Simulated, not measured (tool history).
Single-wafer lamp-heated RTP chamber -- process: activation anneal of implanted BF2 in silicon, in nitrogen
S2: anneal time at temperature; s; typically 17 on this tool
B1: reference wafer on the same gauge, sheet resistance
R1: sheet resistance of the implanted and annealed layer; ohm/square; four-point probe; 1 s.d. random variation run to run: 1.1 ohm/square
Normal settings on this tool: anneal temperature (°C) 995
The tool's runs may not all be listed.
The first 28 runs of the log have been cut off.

run 29 hour=388.7 | anneal_temperature_(°C)=995 S2=17 | B1=389.06 | R1=428.27
run 30 hour=406.5 | anneal_temperature_(°C)=973 S2=17 | B1=389.06 | R1=459.03
run 31 hour=413.2 | anneal_temperature_(°C)=1015 S2=9 | B1=389.31 | R1=424.47
run 32 hour=423.2 | anneal_temperature_(°C)=968 S2=9 | B1=389.10 | R1=485.45
run 33 hour=432.2 | anneal_temperature_(°C)=1013 S2=13 | B1=389.17 | R1=420.33
run 34 hour=440.7 | anneal_temperature_(°C)=980 S2=23 | B1=388.40 | R1=441.82
run 35 hour=451.1 | anneal_temperature_(°C)=986 S2=9 | B1=388.72 | R1=453.92
run 36 hour=468.4 | anneal_temperature_(°C)=995 S2=17 | B1=389.47 | R1=428.31
run 37 hour=480.1 | anneal_temperature_(°C)=995 S2=9 | B1=389.04 | R1=442.13

Here are 4 independent what-if runs from the current tool condition. What would each one return?
run A hour=480.5 | anneal_temperature_(°C)=970 S2=17 | B1=? | R1=?
run B hour=480.5 | anneal_temperature_(°C)=1017 S2=24 | B1=? | R1=?
run C hour=480.5 | anneal_temperature_(°C)=986 S2=25 | B1=? | R1=?
run D hour=480.5 | anneal_temperature_(°C)=1009 S2=17 | B1=? | R1=?

run=A B1=389.04 R1=462.89
run=B B1=389.04 R1=406.05
run=C B1=389.04 R1=430.26
run=D B1=389.04 R1=417.90
With the hidden condition removed and each run's random variation left untouched, the same runs would have given:
run=A R1=469.91
run=B R1=408.45
run=C R1=434.46
run=D R1=420.57
